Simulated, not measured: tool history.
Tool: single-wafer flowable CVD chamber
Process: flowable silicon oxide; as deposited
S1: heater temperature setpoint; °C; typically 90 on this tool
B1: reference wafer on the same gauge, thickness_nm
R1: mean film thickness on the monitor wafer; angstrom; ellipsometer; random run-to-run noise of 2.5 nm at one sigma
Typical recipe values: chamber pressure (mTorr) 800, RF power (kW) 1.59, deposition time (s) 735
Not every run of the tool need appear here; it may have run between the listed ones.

run 1 hour=0 | S1=85 chamber_pressure_(mTorr)=800 RF_power_(kW)=1.59 deposition_time_(s)=735 | B1=474.886 | R1=5788.36
run 2 hour=8.2 | S1=90 chamber_pressure_(mTorr)=800 RF_power_(kW)=1.59 deposition_time_(s)=735 | B1=475.319 | R1=5014.99
run 3 hour=15.6 | S1=90 chamber_pressure_(mTorr)=882 RF_power_(kW)=1.59 deposition_time_(s)=638 | B1=475.322 | R1=4801.09
run 4 hour=24.1 | S1=90 chamber_pressure_(mTorr)=882 RF_power_(kW)=1.59 deposition_time_(s)=638 | B1=474.967 | R1=4809.88
run 5 hour=32.5 | S1=90 chamber_pressure_(mTorr)=800 RF_power_(kW)=1.59 deposition_time_(s)=735 | B1=474.705 | R1=4995.49
run 6 hour=46 | S1=97 chamber_pressure_(mTorr)=756 RF_power_(kW)=1.59 deposition_time_(s)=735 | B1=475.337 | R1=3839.15
run 7 hour=57.3 | S1=97 chamber_pressure_(mTorr)=756 RF_power_(kW)=1.59 deposition_time_(s)=735 | B1=475.336 | R1=3818.52
run 8 hour=66.6 | S1=90 chamber_pressure_(mTorr)=800 RF_power_(kW)=1.59 deposition_time_(s)=735 | B1=474.666 | R1=5058.32
-- hour=76.2 thermocouple changed; heater temperature recalibrated
run 9 hour=79.1 | S1=90 chamber_pressure_(mTorr)=800 RF_power_(kW)=1.445 deposition_time_(s)=735 | B1=474.988 | R1=4842.39
run 10 hour=87.8 | S1=90 chamber_pressure_(mTorr)=800 RF_power_(kW)=1.445 deposition_time_(s)=735 | B1=474.963 | R1=4880.22

Run 11, settings as shown, results not yet in. Your forecast:
-- hour=100.3 showerhead replaced
run 11 hour=107.6 | S1=90 chamber_pressure_(mTorr)=857 RF_power_(kW)=1.745 deposition_time_(s)=735 | B1=? | R1=?

{"run 11": {"B1": 475.365, "R1": 5543.21}}
With the hidden condition absent and the run-to-run variation left alone, this run would have shown R1 5543.21 angstrom.

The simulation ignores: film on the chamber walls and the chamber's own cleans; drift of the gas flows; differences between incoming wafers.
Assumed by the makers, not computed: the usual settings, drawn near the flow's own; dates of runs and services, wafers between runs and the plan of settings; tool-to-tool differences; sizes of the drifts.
